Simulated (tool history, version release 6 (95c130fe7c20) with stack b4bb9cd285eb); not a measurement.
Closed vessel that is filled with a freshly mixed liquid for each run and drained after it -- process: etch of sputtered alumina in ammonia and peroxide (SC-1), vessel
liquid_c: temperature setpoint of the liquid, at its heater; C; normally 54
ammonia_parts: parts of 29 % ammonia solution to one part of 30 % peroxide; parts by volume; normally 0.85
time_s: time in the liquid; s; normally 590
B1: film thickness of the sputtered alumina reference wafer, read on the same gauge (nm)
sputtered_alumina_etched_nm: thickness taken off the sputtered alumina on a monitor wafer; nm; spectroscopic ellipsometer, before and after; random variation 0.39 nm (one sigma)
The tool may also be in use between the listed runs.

{"run": 1, "hour": 0.0, "liquid_c": 54, "ammonia_parts": 0.85, "time_s": 590, "B1": 79.99, "sputtered_alumina_etched_nm": 35.4}
{"run": 2, "hour": 43.4, "liquid_c": 54, "ammonia_parts": 1.1, "time_s": 590, "B1": 79.96, "sputtered_alumina_etched_nm": 37.28}
{"hour": 48.2, "done": "thermometer replaced"}
{"run": 3, "hour": 106.8, "liquid_c": 54, "ammonia_parts": 0.85, "time_s": 590, "B1": 80, "sputtered_alumina_etched_nm": 40.41}
{"run": 4, "hour": 176.4, "liquid_c": 54, "ammonia_parts": 0.85, "time_s": 590, "B1": 80.03, "sputtered_alumina_etched_nm": 39.6}
{"run": 5, "hour": 244.3, "liquid_c": 54, "ammonia_parts": 0.85, "time_s": 590, "B1": 80, "sputtered_alumina_etched_nm": 39.14}
{"hour": 257.0, "done": "ammonia flow meter replaced"}
{"run": 6, "hour": 297.5, "liquid_c": 54, "ammonia_parts": 0.85, "time_s": 475, "B1": 80.01, "sputtered_alumina_etched_nm": 31.32}
{"run": 7, "hour": 325.4, "liquid_c": 54, "ammonia_parts": 1.2, "time_s": 590, "B1": 79.98, "sputtered_alumina_etched_nm": 40.47}
{"run": 8, "hour": 362.7, "liquid_c": 49.5, "ammonia_parts": 0.85, "time_s": 840, "B1": 80, "sputtered_alumina_etched_nm": 43.64}
{"run": 9, "hour": 400.3, "liquid_c": 47, "ammonia_parts": 1.2, "time_s": 385, "B1": 79.98, "sputtered_alumina_etched_nm": 17.66}
{"run": 10, "hour": 436.7, "liquid_c": 54, "ammonia_parts": 0.85, "time_s": 590, "B1": 79.99, "sputtered_alumina_etched_nm": 39.03}
{"run": 11, "hour": 477.1, "liquid_c": 49.5, "ammonia_parts": 0.85, "time_s": 685, "B1": 80.01, "sputtered_alumina_etched_nm": 35.16}
{"run": 12, "hour": 524.0, "liquid_c": 63, "ammonia_parts": 1.15, "time_s": 590, "B1": 79.99, "sputtered_alumina_etched_nm": 64.23}
{"run": 13, "hour": 571.0, "liquid_c": 45.5, "ammonia_parts": 0.85, "time_s": 310, "B1": 79.96, "sputtered_alumina_etched_nm": 12.79}
{"hour": 584.1, "done": "new drum of ammonia solution connected"}
{"run": 14, "hour": 620.7, "liquid_c": 54, "ammonia_parts": 0.85, "time_s": 590, "B1": 80.02, "sputtered_alumina_etched_nm": 37.84}
{"run": 15, "hour": 673.0, "liquid_c": 54, "ammonia_parts": 0.85, "time_s": 590, "B1": 80.03, "sputtered_alumina_etched_nm": 38.19}
{"hour": 704.2, "done": "gauge calibrated"}
{"run": 16, "hour": 719.4, "liquid_c": 59, "ammonia_parts": 0.85, "time_s": 425, "B1": 80.02, "sputtered_alumina_etched_nm": 36.48}
{"run": 17, "hour": 761.3, "liquid_c": 51, "ammonia_parts": 0.95, "time_s": 270, "B1": 80.05, "sputtered_alumina_etched_nm": 14.92}
{"run": 18, "hour": 808.3, "liquid_c": 54, "ammonia_parts": 0.85, "time_s": 590, "B1": 79.98, "sputtered_alumina_etched_nm": 38.19}
{"run": 19, "hour": 876.1, "liquid_c": 60.5, "ammonia_parts": 1.05, "time_s": 400, "B1": 80.01, "sputtered_alumina_etched_nm": 36.73}
{"run": 20, "hour": 924.5, "liquid_c": 54, "ammonia_parts": 0.85, "time_s": 590, "B1": 79.97, "sputtered_alumina_etched_nm": 37.21}
{"run": 21, "hour": 986.0, "liquid_c": 54, "ammonia_parts": 1, "time_s": 725, "B1": 79.99, "sputtered_alumina_etched_nm": 46.51}
{"run": 22, "hour": 1041.6, "liquid_c": 51.5, "ammonia_parts": 1.2, "time_s": 310, "B1": 80.02, "sputtered_alumina_etched_nm": 17.59}
{"hour": 1156.0, "done": "ammonia flow meter replaced"}
{"run": 23, "hour": 1176.8, "liquid_c": 54, "ammonia_parts": 0.7, "time_s": 265, "B1": 80, "sputtered_alumina_etched_nm": 16.48}
{"run": 24, "hour": 1243.2, "liquid_c": 54, "ammonia_parts": 0.85, "time_s": 590, "B1": 79.97, "sputtered_alumina_etched_nm": 37.68}
{"run": 25, "hour": 1310.3, "liquid_c": 62, "ammonia_parts": 0.85, "time_s": 590, "B1": 80.02, "sputtered_alumina_etched_nm": 55.42}
{"run": 26, "hour": 1362.5, "liquid_c": 54, "ammonia_parts": 0.85, "time_s": 590, "B1": 80.01, "sputtered_alumina_etched_nm": 36.67}
{"run": 27, "hour": 1408.5, "liquid_c": 51.5, "ammonia_parts": 0.6, "time_s": 745, "B1": 79.96, "sputtered_alumina_etched_nm": 39.36}
{"run": 28, "hour": 1453.0, "liquid_c": 47.5, "ammonia_parts": 0.6, "time_s": 885, "B1": 79.97, "sputtered_alumina_etched_nm": 36.22}

4 ways to go on from here, each from the tool as it stands after run 28. What would each give?
{"run": "A", "hour": 1453.8, "liquid_c": 54, "ammonia_parts": 0.85, "time_s": 705, "B1": "?", "sputtered_alumina_etched_nm": "?"}
{"run": "B", "hour": 1453.8, "liquid_c": 48, "ammonia_parts": 0.6, "time_s": 825, "B1": "?", "sputtered_alumina_etched_nm": "?"}
{"run": "C", "hour": 1453.8, "liquid_c": 44.5, "ammonia_parts": 0.85, "time_s": 590, "B1": "?", "sputtered_alumina_etched_nm": "?"}
{"run": "D", "hour": 1453.8, "liquid_c": 45.5, "ammonia_parts": 0.65, "time_s": 360, "B1": "?", "sputtered_alumina_etched_nm": "?"}

run=A B1=80.01 sputtered_alumina_etched_nm=43.55
run=B B1=80.01 sputtered_alumina_etched_nm=35.39
run=C B1=80.01 sputtered_alumina_etched_nm=21.42
run=D B1=80.01 sputtered_alumina_etched_nm=13.5
Take away the tool's hidden state, keep each run's random variation, and the runs would have read:
run=A sputtered_alumina_etched_nm=47.67
run=B sputtered_alumina_etched_nm=38.89
run=C sputtered_alumina_etched_nm=23.59
run=D sputtered_alumina_etched_nm=14.85
